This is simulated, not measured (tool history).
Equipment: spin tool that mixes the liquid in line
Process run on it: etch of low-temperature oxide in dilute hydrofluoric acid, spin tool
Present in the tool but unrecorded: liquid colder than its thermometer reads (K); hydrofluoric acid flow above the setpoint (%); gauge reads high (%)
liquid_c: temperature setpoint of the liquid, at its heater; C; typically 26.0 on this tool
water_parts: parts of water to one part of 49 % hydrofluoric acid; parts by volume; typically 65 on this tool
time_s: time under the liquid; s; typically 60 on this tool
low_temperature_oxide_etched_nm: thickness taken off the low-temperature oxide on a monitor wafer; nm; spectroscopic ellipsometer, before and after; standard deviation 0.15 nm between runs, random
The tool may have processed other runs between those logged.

run   hour  liquid_c  water_parts  time_s  wafers since the last listed run  hours since the thermometer was replaced  hours since the hydrofluoric acid flow meter was replaced  hours since the gauge calibration  read-back film thickness of the low-temperature oxide reference wafer, read on the same gauge (nm)  low_temperature_oxide_etched_nm
  1    0.0      26.0           65      60                                 0                                    2849.2                                                     1120.2                              134.2                                                                                               30.01                            29.07
  2    9.7      26.0           65      60                                86                                    2858.9                                                     1129.9                              143.9                                                                                               30.01                            29.06
  3   26.3      26.0           65      60                               147                                    2875.5                                                     1146.5                              160.5                                                                                               30.01                            29.19
  4   42.7      26.0           65      60                               145                                    2891.9                                                     1162.9                              176.9                                                                                               29.99                            29.19
  5   56.1      26.0           65      60                               118                                    2905.3                                                     1176.3                              190.3                                                                                               30.00                            29.32
  6   62.5      26.0           65      60                                56                                    2911.7                                                     1182.7                              196.7                                                                                               29.98                            29.07
  7   73.0      26.0           65      60                                93                                    2922.2                                                     1193.2                              207.2                                                                                               30.01                            29.39
  8   89.3      26.0           65      60                               144                                    2938.5                                                     1209.5                              223.5                                                                                               30.00                            29.08
  9  100.3      26.0           65      60                                97                                    2949.5                                                     1220.5                              234.5                                                                                               30.00                            29.15
 10  108.1      26.0           65      60                                69                                    2957.3                                                     1228.3                              242.3                                                                                               30.00                            29.13
 11  116.8      26.0           65      60                                77                                    2966.0                                                     1237.0                              251.0                                                                                               29.99                            29.27
 12  129.0      29.0           65      60                               108                                    2978.2                                                     1249.2                              263.2                                                                                               30.03                            33.03
 13  135.2      26.0           90      60                                55                                    2984.4                                                     1255.4                              269.4                                                                                               30.01                            20.60
     142.8  -- hydrofluoric acid flow meter replaced
     145.2  -- gauge calibrated
 14  153.0      28.0           85      60                               149                                    3002.2                                                       10.2                                7.8                                                                                               30.01                            25.22
 15  167.8      27.5           65      60                               131                                    3017.0                                                       25.0                               22.6                                                                                               30.00                            33.05
 16  175.4      24.5           50      50                                67                                    3024.6                                                       32.6                               30.2                                                                                               30.01                            32.01
 17  191.3      26.0           65      60                               141                                    3040.5                                                       48.5                               46.1                                                                                               30.00                            31.04
     197.5  -- hydrofluoric acid flow meter replaced, repeated, since the last time left the tool worse
 18  202.2      21.5           40      85                                87                                    3051.4                                                        4.7                               57.0                                                                                               29.98                            53.44
 19  217.1      27.5           90      60                               132                                    3066.3                                                       19.6                               71.9                                                                                               30.00                            19.99
     221.7  -- thermometer replaced
 20  233.3      26.0           65      75                               134                                      11.6                                                       35.8                               88.1                                                                                               30.01                            33.77
 21  241.5      26.0           65      60                                72                                      19.8                                                       44.0                               96.3                                                                                               30.00                            27.17
 22  255.2      26.0           65      60                               121                                      33.5                                                       57.7                              110.0                                                                                               29.99                            26.96
 23  270.8      26.0           65      60                               138                                      49.1                                                       73.3                              125.6                                                                                               30.00                            26.83

For run 24, what comes out?
 24  280.8      26.0           65      30                                88                                      59.1                                                       83.3                              135.6                                                                                                   ?                                ?

read-back film thickness of the low-temperature oxide reference wafer, read on the same gauge (nm): 30.02
low_temperature_oxide_etched_nm: 13.65 nm
Were there no unlogged condition in the tool, this run, its random variation unchanged, would have produced low_temperature_oxide_etched_nm 13.44 nm.

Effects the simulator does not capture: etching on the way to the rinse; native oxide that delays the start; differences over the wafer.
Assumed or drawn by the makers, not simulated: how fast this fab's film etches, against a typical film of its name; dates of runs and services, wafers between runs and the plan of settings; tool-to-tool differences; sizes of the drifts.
